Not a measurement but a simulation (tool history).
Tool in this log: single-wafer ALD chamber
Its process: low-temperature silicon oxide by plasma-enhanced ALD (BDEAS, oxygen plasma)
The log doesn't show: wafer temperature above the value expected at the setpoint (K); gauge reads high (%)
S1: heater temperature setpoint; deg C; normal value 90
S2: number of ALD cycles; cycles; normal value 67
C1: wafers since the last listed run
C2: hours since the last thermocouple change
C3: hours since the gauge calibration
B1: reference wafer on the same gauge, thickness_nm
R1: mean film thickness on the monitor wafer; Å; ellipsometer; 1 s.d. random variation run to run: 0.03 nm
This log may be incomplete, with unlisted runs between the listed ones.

Run 1, hour 0: usual settings but S2 61 cycles; C1 0; C2 2578.5; C3 215.5; B1 14.193. Result: R1 110.9 Å.
Run 2, hour 27: usual settings but S2 61 cycles; C1 106; C2 2605.5; C3 242.5; B1 14.203. Result: R1 111.41 Å.
Run 3, hour 102.9: usual settings but S2 61 cycles; C1 298; C2 2681.4; C3 318.4; B1 14.201. Result: R1 110.93 Å.
Run 4, hour 118: usual settings; C1 59; C2 2696.5; C3 333.5; B1 14.191. Result: R1 122.06 Å.
Run 5, hour 145.9: usual settings; C1 109; C2 2724.4; C3 361.4; B1 14.205. Result: R1 122.08 Å.
Run 6, hour 165.8: usual settings; C1 78; C2 2744.3; C3 381.3; B1 14.2. Result: R1 121.98 Å.
Run 7, hour 199.7: usual settings; C1 133; C2 2778.2; C3 415.2; B1 14.188. Result: R1 121.63 Å.
Run 8, hour 225: usual settings; C1 99; C2 2803.5; C3 440.5; B1 14.191. Result: R1 121.11 Å.
Run 9, hour 255.3: usual settings but S2 60 cycles; C1 119; C2 2833.8; C3 470.8; B1 14.197. Result: R1 108.25 Å.
At hour 261.3: gauge calibrated.
Run 10, hour 277.6: usual settings but S1 79 deg C, S2 75 cycles; C1 87; C2 2856.1; C3 16.3; B1 14.202. Result: R1 140.83 Å.
Run 11, hour 310.4: usual settings; C1 129; C2 2888.9; C3 49.1; B1 14.196. Result: R1 121.25 Å.
At hour 365.6: thermocouple changed; heater temperature recalibrated.
Run 12, hour 371.1: usual settings but S1 98 deg C; C1 207; C2 5.5; C3 109.8; B1 14.205. Result: R1 118.36 Å.
Run 13, hour 390.2: usual settings but S2 61 cycles; C1 75; C2 24.6; C3 128.9; B1 14.204. Result: R1 110.42 Å.
Run 14, hour 425.2: usual settings but S1 104 deg C, S2 55 cycles; C1 137; C2 59.6; C3 163.9; B1 14.204. Result: R1 95.94 Å.
Run 15, hour 445.4: usual settings but S1 86 deg C, S2 80 cycles; C1 79; C2 79.8; C3 184.1; B1 14.201. Result: R1 147.54 Å.
Run 16, hour 480.3: usual settings but S1 82 deg C, S2 56 cycles; C1 137; C2 114.7; C3 219; B1 14.204. Result: R1 103.82 Å.
Run 17, hour 514.9: usual settings but S1 76 deg C, S2 76 cycles; C1 136; C2 149.3; C3 253.6; B1 14.201. Result: R1 144.01 Å.
Run 18, hour 592: usual settings but S1 80 deg C; C1 303; C2 226.4; C3 330.7; B1 14.207. Result: R1 125.18 Å.
Run 19, hour 626.8: usual settings but S1 77 deg C; C1 137; C2 261.2; C3 365.5; B1 14.195. Result: R1 126.47 Å.
Run 20, hour 649.7: usual settings but S1 104 deg C, S2 55 cycles; C1 90; C2 284.1; C3 388.4; B1 14.203. Result: R1 96.22 Å.
Run 21, hour 673.6: usual settings but S1 95 deg C, S2 54 cycles; C1 94; C2 308; C3 412.3; B1 14.204. Result: R1 96.49 Å.

Describe how what the log doesn't record of the tool's condition differs between the last listed run preceding each entry between runs and the first listed run following it.
From run 9 to run 10: gauge calibrated (hour 261.3)
  both runs share identical hidden conditions
From run 11 to run 12: thermocouple changed; heater temperature recalibrated (hour 365.6)
  both runs share identical hidden conditions
